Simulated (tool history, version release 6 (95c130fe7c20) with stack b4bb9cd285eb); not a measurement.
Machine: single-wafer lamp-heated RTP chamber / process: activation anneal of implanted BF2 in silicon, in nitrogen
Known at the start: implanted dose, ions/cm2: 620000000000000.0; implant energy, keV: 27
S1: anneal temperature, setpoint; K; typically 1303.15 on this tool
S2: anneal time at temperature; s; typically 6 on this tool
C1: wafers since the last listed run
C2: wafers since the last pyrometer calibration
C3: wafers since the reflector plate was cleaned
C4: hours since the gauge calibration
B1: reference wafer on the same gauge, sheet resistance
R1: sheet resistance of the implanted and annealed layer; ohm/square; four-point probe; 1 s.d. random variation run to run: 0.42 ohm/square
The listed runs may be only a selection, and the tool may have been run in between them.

{"run": 1, "hour": 0.0, "S1": 1303.15, "S2": 6, "C1": 0, "C2": 7650, "C3": 7606, "C4": 658.2, "B1": 199.93, "R1": 197.48}
{"hour": 55.4, "done": "pyrometer window cleaned and pyrometer calibrated"}
{"hour": 59.9, "done": "reflector plate cleaned"}
{"run": 2, "hour": 65.7, "S1": 1303.15, "S2": 6, "C1": 781, "C2": 84, "C3": 84, "C4": 723.9, "B1": 200.0, "R1": 200.06}
{"run": 3, "hour": 120.3, "S1": 1303.15, "S2": 5, "C1": 802, "C2": 886, "C3": 886, "C4": 778.5, "B1": 200.0, "R1": 200.54}
{"run": 4, "hour": 155.2, "S1": 1320.15, "S2": 6, "C1": 512, "C2": 1399, "C3": 1399, "C4": 813.4, "B1": 200.05, "R1": 196.9}
{"run": 5, "hour": 181.7, "S1": 1320.15, "S2": 6, "C1": 389, "C2": 1788, "C3": 1788, "C4": 839.9, "B1": 200.05, "R1": 195.48}
{"run": 6, "hour": 229.8, "S1": 1303.15, "S2": 4, "C1": 706, "C2": 2495, "C3": 2495, "C4": 888.0, "B1": 200.0, "R1": 201.7}
{"run": 7, "hour": 278.3, "S1": 1303.15, "S2": 4, "C1": 712, "C2": 3208, "C3": 3208, "C4": 936.5, "B1": 199.98, "R1": 200.9}
{"hour": 328.4, "done": "gauge calibrated"}
{"run": 8, "hour": 336.9, "S1": 1295.15, "S2": 6, "C1": 860, "C2": 4069, "C3": 4069, "C4": 8.5, "B1": 200.04, "R1": 201.73}
{"run": 9, "hour": 390.3, "S1": 1295.15, "S2": 6, "C1": 784, "C2": 4853, "C3": 4853, "C4": 61.9, "B1": 199.97, "R1": 200.02}
{"run": 10, "hour": 424.2, "S1": 1295.15, "S2": 6, "C1": 498, "C2": 5351, "C3": 5351, "C4": 95.8, "B1": 200.04, "R1": 200.05}
{"run": 11, "hour": 464.2, "S1": 1303.15, "S2": 6, "C1": 587, "C2": 5939, "C3": 5939, "C4": 135.8, "B1": 199.97, "R1": 197.17}
{"run": 12, "hour": 511.7, "S1": 1289.15, "S2": 6, "C1": 697, "C2": 6637, "C3": 6637, "C4": 183.3, "B1": 200.04, "R1": 201.31}
{"run": 13, "hour": 561.5, "S1": 1289.15, "S2": 6, "C1": 731, "C2": 7369, "C3": 7369, "C4": 233.1, "B1": 200.06, "R1": 201.06}
{"run": 14, "hour": 592.5, "S1": 1289.15, "S2": 6, "C1": 455, "C2": 7824, "C3": 7824, "C4": 264.1, "B1": 200.06, "R1": 200.34}
{"hour": 624.2, "done": "pyrometer window cleaned and pyrometer calibrated"}
{"run": 15, "hour": 631.3, "S1": 1303.15, "S2": 6, "C1": 452, "C2": 104, "C3": 8277, "C4": 302.9, "B1": 199.99, "R1": 200.0}
{"hour": 734.2, "done": "reflector plate cleaned"}
{"run": 16, "hour": 769.2, "S1": 1303.15, "S2": 6, "C1": 1908, "C2": 2013, "C3": 514, "C4": 440.8, "B1": 200.0, "R1": 199.57}
{"run": 17, "hour": 834.4, "S1": 1303.15, "S2": 6, "C1": 957, "C2": 2971, "C3": 1472, "C4": 506.0, "B1": 200.08, "R1": 198.95}
{"run": 18, "hour": 869.8, "S1": 1303.15, "S2": 6, "C1": 520, "C2": 3491, "C3": 1992, "C4": 541.4, "B1": 200.01, "R1": 199.29}
{"run": 19, "hour": 932.7, "S1": 1317.15, "S2": 3, "C1": 924, "C2": 4415, "C3": 2916, "C4": 604.3, "B1": 200.0, "R1": 199.2}
{"run": 20, "hour": 980.2, "S1": 1281.15, "S2": 6, "C1": 697, "C2": 5113, "C3": 3614, "C4": 651.8, "B1": 200.04, "R1": 204.96}
{"run": 21, "hour": 1028.5, "S1": 1303.15, "S2": 6, "C1": 709, "C2": 5823, "C3": 4323, "C4": 700.1, "B1": 200.02, "R1": 198.29}
{"run": 22, "hour": 1053.8, "S1": 1303.15, "S2": 6, "C1": 371, "C2": 6194, "C3": 4695, "C4": 725.4, "B1": 199.98, "R1": 198.37}
{"run": 23, "hour": 1097.5, "S1": 1326.15, "S2": 8, "C1": 642, "C2": 6836, "C3": 5337, "C4": 769.1, "B1": 200.0, "R1": 192.79}
{"run": 24, "hour": 1124.9, "S1": 1281.15, "S2": 3, "C1": 402, "C2": 7239, "C3": 5740, "C4": 796.5, "B1": 200.01, "R1": 205.99}
{"run": 25, "hour": 1175.6, "S1": 1288.15, "S2": 9, "C1": 744, "C2": 7984, "C3": 6485, "C4": 847.2, "B1": 200.02, "R1": 199.42}
{"run": 26, "hour": 1205.2, "S1": 1277.15, "S2": 4, "C1": 434, "C2": 8419, "C3": 6919, "C4": 876.8, "B1": 200.07, "R1": 205.15}
{"hour": 1231.7, "done": "pyrometer window cleaned and pyrometer calibrated"}
{"hour": 1232.3, "done": "gauge calibrated"}
{"run": 27, "hour": 1253.6, "S1": 1303.15, "S2": 6, "C1": 593, "C2": 321, "C3": 7513, "C4": 21.3, "B1": 199.98, "R1": 200.57}
{"run": 28, "hour": 1306.4, "S1": 1322.15, "S2": 5, "C1": 775, "C2": 1097, "C3": 8289, "C4": 74.1, "B1": 200.04, "R1": 197.18}
{"run": 29, "hour": 1364.5, "S1": 1287.15, "S2": 10, "C1": 853, "C2": 1950, "C3": 9142, "C4": 132.2, "B1": 200.06, "R1": 200.81}
{"hour": 1379.7, "done": "reflector plate cleaned"}
{"run": 30, "hour": 1407.4, "S1": 1303.15, "S2": 6, "C1": 512, "C2": 2463, "C3": 407, "C4": 175.1, "B1": 200.05, "R1": 199.13}
{"run": 31, "hour": 1467.5, "S1": 1294.15, "S2": 9, "C1": 883, "C2": 3346, "C3": 1290, "C4": 235.2, "B1": 200.0, "R1": 198.56}
{"run": 32, "hour": 1567.7, "S1": 1332.15, "S2": 6, "C1": 1472, "C2": 4818, "C3": 2762, "C4": 335.4, "B1": 200.02, "R1": 193.17}
{"run": 33, "hour": 1617.6, "S1": 1276.15, "S2": 7, "C1": 733, "C2": 5552, "C3": 3495, "C4": 385.3, "B1": 199.97, "R1": 204.99}
{"run": 34, "hour": 1660.1, "S1": 1318.15, "S2": 8, "C1": 624, "C2": 6176, "C3": 4120, "C4": 427.8, "B1": 200.0, "R1": 194.34}
{"run": 35, "hour": 1692.6, "S1": 1311.15, "S2": 5, "C1": 477, "C2": 6653, "C3": 4597, "C4": 460.3, "B1": 199.99, "R1": 197.78}
{"run": 36, "hour": 1763.1, "S1": 1326.15, "S2": 7, "C1": 1035, "C2": 7689, "C3": 5633, "C4": 530.8, "B1": 199.94, "R1": 192.87}

What if the next run were any one of these 4? Each begins from the tool's condition after run 36:
{"run": "A", "hour": 1763.5, "S1": 1303.15, "S2": 9, "C1": 5, "C2": 7695, "C3": 5639, "C4": 531.2, "B1": "?", "R1": "?"}
{"run": "B", "hour": 1763.5, "S1": 1311.15, "S2": 8, "C1": 5, "C2": 7695, "C3": 5639, "C4": 531.2, "B1": "?", "R1": "?"}
{"run": "C", "hour": 1763.5, "S1": 1313.15, "S2": 5, "C1": 5, "C2": 7695, "C3": 5639, "C4": 531.2, "B1": "?", "R1": "?"}
{"run": "D", "hour": 1763.5, "S1": 1332.15, "S2": 9, "C1": 5, "C2": 7695, "C3": 5639, "C4": 531.2, "B1": "?", "R1": "?"}

run=A B1=200.01 R1=194.93
run=B B1=200.01 R1=194.13
run=C B1=200.01 R1=196.20
run=D B1=200.01 R1=190.49
Without the tool's hidden state the same runs would have given:
run=A R1=197.72
run=B R1=196.54
run=C R1=198.52
run=D R1=192.22
